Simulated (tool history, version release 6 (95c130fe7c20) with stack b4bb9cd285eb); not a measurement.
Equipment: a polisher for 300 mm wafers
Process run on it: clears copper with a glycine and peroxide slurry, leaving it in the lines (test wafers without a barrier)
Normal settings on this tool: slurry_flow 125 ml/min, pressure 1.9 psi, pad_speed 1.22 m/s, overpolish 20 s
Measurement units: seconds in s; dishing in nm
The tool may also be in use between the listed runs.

| run | hour | slurry_flow | pressure | pad_speed | overpolish | incoming thickness of the incoming film, nm | seconds | dishing |
|---|---|---|---|---|---|---|---|---|
| 1 | 0.0 | 125 | 1.9 | 1.22 | 20 | 540.3 | 144.3 | 49.3 |
| 2 | 15.0 | 125 | 1.9 | 1.22 | 20 | 541.1 | 140.8 | 49.1 |
|  | 22.1 | worn pad replaced by a new one |
| 3 | 44.5 | 125 | 1.9 | 1.22 | 20 | 560.2 | 135.0 | 51.3 |
| 4 | 73.2 | 125 | 1.9 | 1.22 | 20 | 548.4 | 142.6 | 50.9 |
| 5 | 95.1 | 125 | 1.9 | 1.22 | 20 | 551.2 | 144.6 | 51.7 |
| 6 | 111.5 | 125 | 1.9 | 1.22 | 20 | 554.7 | 148.0 | 49.8 |
| 7 | 124.3 | 100 | 1.9 | 1.22 | 16 | 555.7 | 155.9 | 40.2 |
|  | 150.9 | worn pad replaced by a new one |
| 8 | 159.8 | 100 | 1.9 | 1.22 | 16 | 556.6 | 141.4 | 43.0 |
| 9 | 175.4 | 100 | 1.9 | 1.22 | 16 | 549.5 | 138.9 | 42.3 |
|  | 179.9 | head pressure recalibrated |
| 10 | 208.6 | 125 | 1.9 | 1.22 | 17 | 543.0 | 137.7 | 44.1 |
| 11 | 225.4 | 125 | 1.9 | 1.22 | 17 | 547.6 | 145.6 | 44.6 |
| 12 | 254.8 | 125 | 1.9 | 1.22 | 10 | 557.2 | 149.7 | 26.9 |
|  | 307.8 | worn pad replaced by a new one |
| 13 | 308.3 | 125 | 1.9 | 1.22 | 20 | 544.1 | 130.4 | 53.9 |
| 14 | 324.6 | 155 | 1.9 | 1.22 | 20 | 545.8 | 129.2 | 52.4 |
| 15 | 341.6 | 90 | 1.9 | 1.08 | 13 | 557.3 | 163.8 | 30.1 |
| 16 | 365.2 | 95 | 1.4 | 1.22 | 20 | 551.6 | 181.0 | 39.9 |
| 17 | 385.6 | 150 | 1.9 | 1.22 | 32 | 550.7 | 138.5 | 73.6 |
| 18 | 399.6 | 125 | 1.9 | 1.22 | 20 | 547.6 | 147.6 | 49.5 |
|  | 429.2 | slurry nozzle cleaned |
|  | 462.7 | worn pad replaced by a new one |
| 19 | 463.7 | 125 | 1.9 | 1.22 | 20 | 554.1 | 135.0 | 55.4 |
| 20 | 484.1 | 170 | 1.4 | 1.22 | 28 | 550.5 | 153.7 | 62.1 |
| 21 | 499.2 | 165 | 1.6 | 0.88 | 20 | 546.0 | 179.5 | 40.6 |
| 22 | 519.5 | 155 | 1.9 | 1.22 | 20 | 542.6 | 134.6 | 51.1 |
| 23 | 536.9 | 110 | 2.3 | 1.22 | 20 | 549.5 | 134.0 | 55.2 |

Branching from run 23: 3 alternative next runs. What would each branch give?
| A | 537.4 | 125 | 1.9 | 1.22 | 20 | 552.3 | ? | ? |
| B | 537.4 | 100 | 1.9 | 1.60 | 20 | 552.3 | ? | ? |
| C | 537.4 | 125 | 1.4 | 1.56 | 20 | 552.3 | ? | ? |

| run | seconds | dishing |
|---|---|---|
| A | 142.9 | 50.0 |
| B | 120.0 | 56.9 |
| C | 141.6 | 49.4 |
The same runs, with their run-to-run variation unchanged, on a tool lacking any hidden condition would have given:
| run | seconds | dishing |
|---|---|---|
| A | 128.2 | 54.6 |
| B | 107.7 | 61.8 |
| C | 127.1 | 53.8 |

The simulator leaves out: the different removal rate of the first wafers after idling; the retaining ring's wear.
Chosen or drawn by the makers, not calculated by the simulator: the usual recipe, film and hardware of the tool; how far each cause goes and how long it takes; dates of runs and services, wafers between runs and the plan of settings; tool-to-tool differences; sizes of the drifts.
